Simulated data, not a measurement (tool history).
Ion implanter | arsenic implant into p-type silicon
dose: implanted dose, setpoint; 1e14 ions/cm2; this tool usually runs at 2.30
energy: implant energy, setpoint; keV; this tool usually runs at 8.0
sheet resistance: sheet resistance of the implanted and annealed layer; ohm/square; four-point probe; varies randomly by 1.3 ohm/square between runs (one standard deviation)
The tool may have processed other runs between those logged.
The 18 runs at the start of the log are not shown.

run    hour  dose  energy  wafers since the last listed run  hours since the last dose calibration  hours since the extraction supply was calibrated  hours since the gauge calibration  read-back reference wafer on the same gauge, sheet resistance  sheet resistance
 19  1593.8  2.83    10.0                              1045                                  969.1                                             505.4                              481.7                                                         461.82            341.33
 20  1791.7  2.30     8.0                              4365                                 1167.0                                             703.3                              679.6                                                         462.29            410.50
 21  1895.7  2.09     6.0                              2294                                 1271.0                                             807.3                              783.6                                                         461.56            451.54
 22  1989.5  1.61     8.0                              2069                                 1364.8                                             901.1                              877.4                                                         462.12            544.94
 23  2087.7  2.30     8.0                              2166                                 1463.0                                             999.3                              975.6                                                         462.08            412.56
 24  2149.7  2.30     8.0                              1367                                 1525.0                                            1061.3                             1037.6                                                         461.72            410.59
     2210.1  -- Faraday cup replaced and dose calibrated
 25  2237.0  2.30     8.0                              1749                                   26.9                                            1148.6                             1124.9                                                         461.87            404.42
 26  2304.0  2.30     8.0                              1478                                   93.9                                            1215.6                             1191.9                                                         461.70            403.73
 27  2397.7  2.30     9.0                              2067                                  187.6                                            1309.3                             1285.6                                                         462.34            400.22
 28  2458.1  2.30     8.0                              1332                                  248.0                                            1369.7                             1346.0                                                         462.02            406.02
 29  2550.2  2.56     9.5                              2031                                  340.1                                            1461.8                             1438.1                                                         461.83            367.40
 30  2654.7  2.71     5.5                              2305                                  444.6                                            1566.3                             1542.6                                                         462.07            363.39
 31  2706.9  2.86     9.5                              1151                                  496.8                                            1618.5                             1594.8                                                         462.30            338.23
 32  2800.0  2.10     8.0                              2053                                  589.9                                            1711.6                             1687.9                                                         462.36            438.93
 33  2906.7  2.30     8.0                              2353                                  696.6                                            1818.3                             1794.6                                                         462.03            408.62
 34  3001.6  2.30     9.5                              2093                                  791.5                                            1913.2                             1889.5                                                         461.99            402.24
 35  3065.4  1.69     9.0                              1407                                  855.3                                            1977.0                             1953.3                                                         461.38            515.47
     3109.0  -- gauge calibrated
 36  3124.2  1.79     8.5                              1297                                  914.1                                            2035.8                               15.2                                                         461.95            495.11
 37  3166.1  2.30     8.0                               924                                  956.0                                            2077.7                               57.1                                                         461.95            408.07
 38  3238.3  2.84    11.0                              1592                                 1028.2                                            2149.9                              129.3                                                         461.98            337.83

3 ways to go on from here, each from the tool as it stands after run 38. What would each give?
  A  3238.7  2.11     8.0                                 8                                 1028.6                                            2150.3                              129.7                                                              ?                 ?
  B  3238.7  2.30    10.5                                 8                                 1028.6                                            2150.3                              129.7                                                              ?                 ?
  C  3238.7  1.63    10.0                                 8                                 1028.6                                            2150.3                              129.7                                                              ?                 ?

run  read-back reference wafer on the same gauge, sheet resistance  sheet resistance
  A                                                         462.25            434.81
  B                                                         462.25            397.01
  C                                                         462.25            521.63
With no hidden state in the tool, these same runs would have given:
run  sheet resistance
  A            430.50
  B            393.12
  C            516.56
